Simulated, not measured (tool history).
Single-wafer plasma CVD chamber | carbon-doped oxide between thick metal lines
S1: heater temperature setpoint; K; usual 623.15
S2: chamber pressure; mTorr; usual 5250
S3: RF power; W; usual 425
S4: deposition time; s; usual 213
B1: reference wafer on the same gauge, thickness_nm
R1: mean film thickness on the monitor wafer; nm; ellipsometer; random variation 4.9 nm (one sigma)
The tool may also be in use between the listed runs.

Run 1, hour 0: usual settings but S4 186 s; B1 827.003. Result: R1 797.552 nm.
Run 2, hour 58: usual settings; B1 827.011. Result: R1 914.235 nm.
Run 3, hour 134.6: usual settings; B1 827.581. Result: R1 904.374 nm.
Run 4, hour 195.6: usual settings; B1 827.082. Result: R1 913.75 nm.
Run 5, hour 289: usual settings but S2 6010 mTorr; B1 826.621. Result: R1 937.693 nm.
Run 6, hour 340.2: usual settings but S2 6010 mTorr; B1 826.527. Result: R1 930.175 nm.
Run 7, hour 436: usual settings but S2 6010 mTorr; B1 827.836. Result: R1 926.273 nm.
Run 8, hour 536.6: usual settings but S3 365 W, S4 238 s; B1 826.734. Result: R1 960.889 nm.
Run 9, hour 599.5: usual settings but S3 365 W, S4 238 s; B1 826.741. Result: R1 958.169 nm.
At hour 652.7: RF generator calibrated.
Run 10, hour 653.2: usual settings but S3 365 W, S4 238 s; B1 827.221. Result: R1 974.302 nm.
At hour 681.3: showerhead replaced, of another model than before.
Run 11, hour 750.8: usual settings; B1 827.022. Result: R1 918.254 nm.
Run 12, hour 798.1: usual settings but S2 5860 mTorr, S4 188 s; B1 826.141. Result: R1 828.556 nm.
Run 13, hour 895.9: usual settings but S3 505 W, S4 193 s; B1 826.883. Result: R1 871.979 nm.
Run 14, hour 957.6: usual settings but S1 610.15 K, S2 6080 mTorr, S3 480 W; B1 827.166. Result: R1 1001.344 nm.
Run 15, hour 1007.6: usual settings but S2 6190 mTorr; B1 827.571. Result: R1 945.246 nm.
At hour 1012.1: gauge calibrated.
At hour 1045.9: capacitance manometer re-zeroed and calibrated.
At hour 1079.1: thermocouple changed; heater temperature recalibrated.
Run 16, hour 1079.6: usual settings; B1 826.384. Result: R1 922.638 nm.
Run 17, hour 1162.3: usual settings but S3 365 W, S4 238 s; B1 828.114. Result: R1 991.372 nm.
Run 18, hour 1200: usual settings but S2 4820 mTorr, S3 495 W, S4 237 s; B1 826.628. Result: R1 1046.56 nm.
Run 19, hour 1307.2: usual settings but S3 365 W, S4 238 s; B1 827.218. Result: R1 993.452 nm.
Run 20, hour 1347.7: usual settings but S2 5960 mTorr; B1 827.914. Result: R1 939.07 nm.
Run 21, hour 1388.3: usual settings but S1 630.15 K, S3 495 W, S4 180 s; B1 826.537. Result: R1 791.798 nm.
Run 22, hour 1440.7: usual settings but S1 636.15 K, S2 4150 mTorr, S3 365 W, S4 181 s; B1 826.49. Result: R1 706.679 nm.
Run 23, hour 1522.5: usual settings but S1 633.15 K, S2 3940 mTorr, S4 236 s; B1 826.926. Result: R1 949.323 nm.
Run 24, hour 1598: usual settings but S3 460 W; B1 827.659. Result: R1 937.386 nm.

Run 25 comes next. What will it give?
Run 25, hour 1685.7: usual settings but S1 628.15 K, S4 191 s; B1 ?. Result: R1 ?.

Run 25 gave B1 827.161, R1 806.433 nm.
Without the tool's hidden state the same run would have given R1 820.435 nm.
